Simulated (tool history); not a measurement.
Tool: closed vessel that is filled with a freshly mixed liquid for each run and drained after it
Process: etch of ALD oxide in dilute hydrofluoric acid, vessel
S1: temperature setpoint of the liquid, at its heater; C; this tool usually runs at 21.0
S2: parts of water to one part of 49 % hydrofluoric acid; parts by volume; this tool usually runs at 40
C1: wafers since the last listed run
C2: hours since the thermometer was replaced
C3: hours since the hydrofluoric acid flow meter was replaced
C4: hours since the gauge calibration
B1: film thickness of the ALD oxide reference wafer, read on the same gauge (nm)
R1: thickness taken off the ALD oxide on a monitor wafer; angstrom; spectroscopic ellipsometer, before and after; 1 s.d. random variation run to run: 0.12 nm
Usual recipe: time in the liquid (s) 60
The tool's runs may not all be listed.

Run 1, hour 0.0: usual settings; C1 0; C2 1697.5; C3 932.1; C4 46.6; B1 119.99. Result: R1 292.7 angstrom.
Run 2, hour 14.8: usual settings; C1 1332; C2 1712.3; C3 946.9; C4 61.4; B1 120.02. Result: R1 295.7 angstrom.
Run 3, hour 31.6: usual settings; C1 1512; C2 1729.1; C3 963.7; C4 78.2; B1 120.00. Result: R1 296.6 angstrom.
Run 4, hour 40.4: usual settings; C1 792; C2 1737.9; C3 972.5; C4 87.0; B1 120.00. Result: R1 294.5 angstrom.
Run 5, hour 50.6: usual settings but S1 22.5 C; C1 918; C2 1748.1; C3 982.7; C4 97.2; B1 119.98. Result: R1 314.5 angstrom.
Run 6, hour 67.8: usual settings but time in the liquid (s) 50; C1 1548; C2 1765.3; C3 999.9; C4 114.4; B1 119.99. Result: R1 248.5 angstrom.
Run 7, hour 76.5: usual settings; C1 783; C2 1774.0; C3 1008.6; C4 123.1; B1 119.98. Result: R1 292.8 angstrom.
At hour 82.7: hydrofluoric acid flow meter replaced.
Run 8, hour 86.8: usual settings; C1 837; C2 1784.3; C3 4.1; C4 133.4; B1 120.01. Result: R1 266.0 angstrom.
Run 9, hour 96.8: usual settings but S1 25.5 C, S2 25 parts by volume; C1 900; C2 1794.3; C3 14.1; C4 143.4; B1 119.98. Result: R1 523.9 angstrom.
At hour 98.9: thermometer replaced.
Run 10, hour 112.8: usual settings; C1 1350; C2 13.9; C3 30.1; C4 159.4; B1 119.97. Result: R1 266.9 angstrom.
Run 11, hour 125.4: usual settings but S2 20 parts by volume, time in the liquid (s) 70; C1 1134; C2 26.5; C3 42.7; C4 172.0; B1 119.94. Result: R1 638.4 angstrom.
At hour 128.3: gauge calibrated.
Run 12, hour 137.1: usual settings but S1 17.0 C, S2 55 parts by volume, time in the liquid (s) 95; C1 1053; C2 38.2; C3 54.4; C4 8.8; B1 119.99. Result: R1 253.8 angstrom.
Run 13, hour 146.5: usual settings; C1 846; C2 47.6; C3 63.8; C4 18.2; B1 120.00. Result: R1 270.3 angstrom.

Run 14 is up next; what results do you expect?
Run 14, hour 161.5: usual settings but S1 17.5 C, S2 60 parts by volume, time in the liquid (s) 45; C1 1350; C2 62.6; C3 78.8; C4 33.2; B1 ?. Result: R1 ?.

{"run 14": {"B1": 119.98, "R1": 113.3}}
Minus the tool's unlogged condition, the same run would have read R1 111.1 angstrom.
